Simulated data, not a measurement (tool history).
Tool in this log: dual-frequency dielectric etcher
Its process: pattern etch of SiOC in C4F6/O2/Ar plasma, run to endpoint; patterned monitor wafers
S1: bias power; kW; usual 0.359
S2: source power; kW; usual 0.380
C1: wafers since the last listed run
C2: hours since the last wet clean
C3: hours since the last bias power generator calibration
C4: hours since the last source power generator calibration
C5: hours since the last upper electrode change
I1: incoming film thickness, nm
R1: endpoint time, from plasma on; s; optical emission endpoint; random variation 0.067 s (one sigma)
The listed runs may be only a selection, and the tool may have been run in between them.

{"run": 1, "day": 0.0, "S1": 0.359, "S2": 0.38, "C1": 0, "C2": 347.4, "C3": 2580.1, "C4": 2030.8, "C5": 2716.1, "I1": 25.19, "R1": 10.8}
{"run": 2, "day": 2.758, "S1": 0.359, "S2": 0.38, "C1": 981, "C2": 413.6, "C3": 2646.3, "C4": 2097.0, "C5": 2782.3, "I1": 25.47, "R1": 11.0}
{"run": 3, "day": 4.042, "S1": 0.359, "S2": 0.38, "C1": 456, "C2": 444.4, "C3": 2677.1, "C4": 2127.8, "C5": 2813.1, "I1": 25.35, "R1": 10.9}
{"day": 5.6, "done": "wet clean of the chamber"}
{"run": 4, "day": 5.908, "S1": 0.428, "S2": 0.35, "C1": 308, "C2": 7.4, "C3": 2721.9, "C4": 2172.6, "C5": 2857.9, "I1": 25.49, "R1": 10.0}
{"run": 5, "day": 8.633, "S1": 0.359, "S2": 0.41, "C1": 969, "C2": 72.8, "C3": 2787.3, "C4": 2238.0, "C5": 2923.3, "I1": 25.14, "R1": 9.9}
{"run": 6, "day": 11.204, "S1": 0.29, "S2": 0.38, "C1": 915, "C2": 134.5, "C3": 2849.0, "C4": 2299.7, "C5": 2985.0, "I1": 25.3, "R1": 11.4}
{"run": 7, "day": 12.225, "S1": 0.29, "S2": 0.38, "C1": 363, "C2": 159.0, "C3": 2873.5, "C4": 2324.2, "C5": 3009.5, "I1": 25.02, "R1": 11.3}
{"run": 8, "day": 15.221, "S1": 0.29, "S2": 0.38, "C1": 1066, "C2": 230.9, "C3": 2945.4, "C4": 2396.1, "C5": 3081.4, "I1": 25.45, "R1": 11.6}
{"run": 9, "day": 17.992, "S1": 0.389, "S2": 0.44, "C1": 986, "C2": 297.4, "C3": 3011.9, "C4": 2462.6, "C5": 3147.9, "I1": 25.31, "R1": 9.8}
{"run": 10, "day": 20.125, "S1": 0.359, "S2": 0.38, "C1": 759, "C2": 348.6, "C3": 3063.1, "C4": 2513.8, "C5": 3199.1, "I1": 25.35, "R1": 10.8}
{"run": 11, "day": 21.271, "S1": 0.359, "S2": 0.38, "C1": 407, "C2": 376.1, "C3": 3090.6, "C4": 2541.3, "C5": 3226.6, "I1": 25.45, "R1": 10.7}
{"run": 12, "day": 24.262, "S1": 0.359, "S2": 0.38, "C1": 1064, "C2": 447.9, "C3": 3162.4, "C4": 2613.1, "C5": 3298.4, "I1": 25.1, "R1": 10.6}
{"day": 26.479, "done": "source power generator calibrated"}
{"day": 27.208, "done": "wet clean of the chamber"}
{"run": 13, "day": 27.229, "S1": 0.359, "S2": 0.38, "C1": 737, "C2": 0.5, "C3": 3233.6, "C4": 18.0, "C5": 3369.6, "I1": 25.61, "R1": 10.3}
{"run": 14, "day": 28.729, "S1": 0.332, "S2": 0.35, "C1": 533, "C2": 36.5, "C3": 3269.6, "C4": 54.0, "C5": 3405.6, "I1": 25.7, "R1": 11.3}
{"run": 15, "day": 31.296, "S1": 0.332, "S2": 0.35, "C1": 913, "C2": 98.1, "C3": 3331.2, "C4": 115.6, "C5": 3467.2, "I1": 25.53, "R1": 11.2}
{"run": 16, "day": 33.492, "S1": 0.332, "S2": 0.35, "C1": 781, "C2": 150.8, "C3": 3383.9, "C4": 168.3, "C5": 3519.9, "I1": 25.56, "R1": 11.3}
{"run": 17, "day": 35.242, "S1": 0.392, "S2": 0.38, "C1": 622, "C2": 192.8, "C3": 3425.9, "C4": 210.3, "C5": 3561.9, "I1": 25.1, "R1": 9.9}
{"run": 18, "day": 37.354, "S1": 0.446, "S2": 0.38, "C1": 751, "C2": 243.5, "C3": 3476.6, "C4": 261.0, "C5": 3612.6, "I1": 25.33, "R1": 9.6}
{"day": 39.171, "done": "bias power generator calibrated"}
{"run": 19, "day": 40.104, "S1": 0.359, "S2": 0.38, "C1": 919, "C2": 309.5, "C3": 22.4, "C4": 327.0, "C5": 3678.6, "I1": 25.35, "R1": 10.7}
{"run": 20, "day": 42.104, "S1": 0.27, "S2": 0.38, "C1": 711, "C2": 357.5, "C3": 70.4, "C4": 375.0, "C5": 3726.6, "I1": 25.48, "R1": 12.0}
{"run": 21, "day": 43.767, "S1": 0.413, "S2": 0.31, "C1": 591, "C2": 397.4, "C3": 110.3, "C4": 414.9, "C5": 3766.5, "I1": 25.14, "R1": 10.9}
{"day": 45.225, "done": "wet clean of the chamber"}
{"run": 22, "day": 45.562, "S1": 0.359, "S2": 0.43, "C1": 283, "C2": 8.1, "C3": 153.4, "C4": 458.0, "C5": 3809.6, "I1": 25.72, "R1": 10.0}
{"run": 23, "day": 46.6, "S1": 0.359, "S2": 0.38, "C1": 369, "C2": 33.0, "C3": 178.3, "C4": 482.9, "C5": 3834.5, "I1": 25.3, "R1": 10.3}
{"run": 24, "day": 49.571, "S1": 0.359, "S2": 0.38, "C1": 1057, "C2": 104.3, "C3": 249.6, "C4": 554.2, "C5": 3905.8, "I1": 25.43, "R1": 10.4}
{"run": 25, "day": 52.433, "S1": 0.335, "S2": 0.45, "C1": 1018, "C2": 173.0, "C3": 318.3, "C4": 622.9, "C5": 3974.5, "I1": 25.35, "R1": 10.0}
{"run": 26, "day": 54.962, "S1": 0.416, "S2": 0.41, "C1": 900, "C2": 233.7, "C3": 379.0, "C4": 683.6, "C5": 4035.2, "I1": 25.51, "R1": 9.7}
{"run": 27, "day": 56.317, "S1": 0.359, "S2": 0.38, "C1": 482, "C2": 266.2, "C3": 411.5, "C4": 716.1, "C5": 4067.7, "I1": 25.51, "R1": 10.7}
{"day": 57.879, "done": "upper electrode replaced"}
{"run": 28, "day": 57.9, "S1": 0.359, "S2": 0.46, "C1": 207, "C2": 304.2, "C3": 449.5, "C4": 754.1, "C5": 0.5, "I1": 25.48, "R1": 9.9}
{"run": 29, "day": 62.458, "S1": 0.442, "S2": 0.44, "C1": 1622, "C2": 413.6, "C3": 558.9, "C4": 863.5, "C5": 109.9, "I1": 25.37, "R1": 9.4}
{"run": 30, "day": 64.204, "S1": 0.359, "S2": 0.38, "C1": 621, "C2": 455.5, "C3": 600.8, "C4": 905.4, "C5": 151.8, "I1": 25.41, "R1": 10.7}
{"day": 67.742, "done": "wet clean of the chamber"}
{"run": 31, "day": 68.846, "S1": 0.359, "S2": 0.44, "C1": 1296, "C2": 26.5, "C3": 712.2, "C4": 1016.8, "C5": 263.2, "I1": 25.36, "R1": 9.7}
{"run": 32, "day": 71.05, "S1": 0.359, "S2": 0.38, "C1": 784, "C2": 79.4, "C3": 765.1, "C4": 1069.7, "C5": 316.1, "I1": 25.25, "R1": 10.4}
{"run": 33, "day": 72.146, "S1": 0.426, "S2": 0.43, "C1": 390, "C2": 105.7, "C3": 791.4, "C4": 1096.0, "C5": 342.4, "I1": 25.5, "R1": 9.3}
{"run": 34, "day": 73.221, "S1": 0.359, "S2": 0.38, "C1": 382, "C2": 131.5, "C3": 817.2, "C4": 1121.8, "C5": 368.2, "I1": 25.5, "R1": 10.4}
{"run": 35, "day": 75.9, "S1": 0.434, "S2": 0.38, "C1": 953, "C2": 195.8, "C3": 881.5, "C4": 1186.1, "C5": 432.5, "I1": 25.43, "R1": 9.7}

Each row is a separate what-if for the run after 35, all from the same tool condition, not one after another. Results?
{"run": "A", "day": 75.917, "S1": 0.359, "S2": 0.38, "C1": 5, "C2": 196.2, "C3": 881.9, "C4": 1186.5, "C5": 432.9, "I1": 25.25, "R1": "?"}
{"run": "B", "day": 75.917, "S1": 0.307, "S2": 0.31, "C1": 5, "C2": 196.2, "C3": 881.9, "C4": 1186.5, "C5": 432.9, "I1": 25.25, "R1": "?"}
{"run": "C", "day": 75.917, "S1": 0.424, "S2": 0.45, "C1": 5, "C2": 196.2, "C3": 881.9, "C4": 1186.5, "C5": 432.9, "I1": 25.25, "R1": "?"}
{"run": "D", "day": 75.917, "S1": 0.311, "S2": 0.41, "C1": 5, "C2": 196.2, "C3": 881.9, "C4": 1186.5, "C5": 432.9, "I1": 25.25, "R1": "?"}

run=A R1=10.4
run=B R1=12.1
run=C R1=9.1
run=D R1=10.7
Take away the tool's hidden state, keep each run's random variation, and the runs would have read:
run=A R1=10.3
run=B R1=11.9
run=C R1=9.0
run=D R1=10.5

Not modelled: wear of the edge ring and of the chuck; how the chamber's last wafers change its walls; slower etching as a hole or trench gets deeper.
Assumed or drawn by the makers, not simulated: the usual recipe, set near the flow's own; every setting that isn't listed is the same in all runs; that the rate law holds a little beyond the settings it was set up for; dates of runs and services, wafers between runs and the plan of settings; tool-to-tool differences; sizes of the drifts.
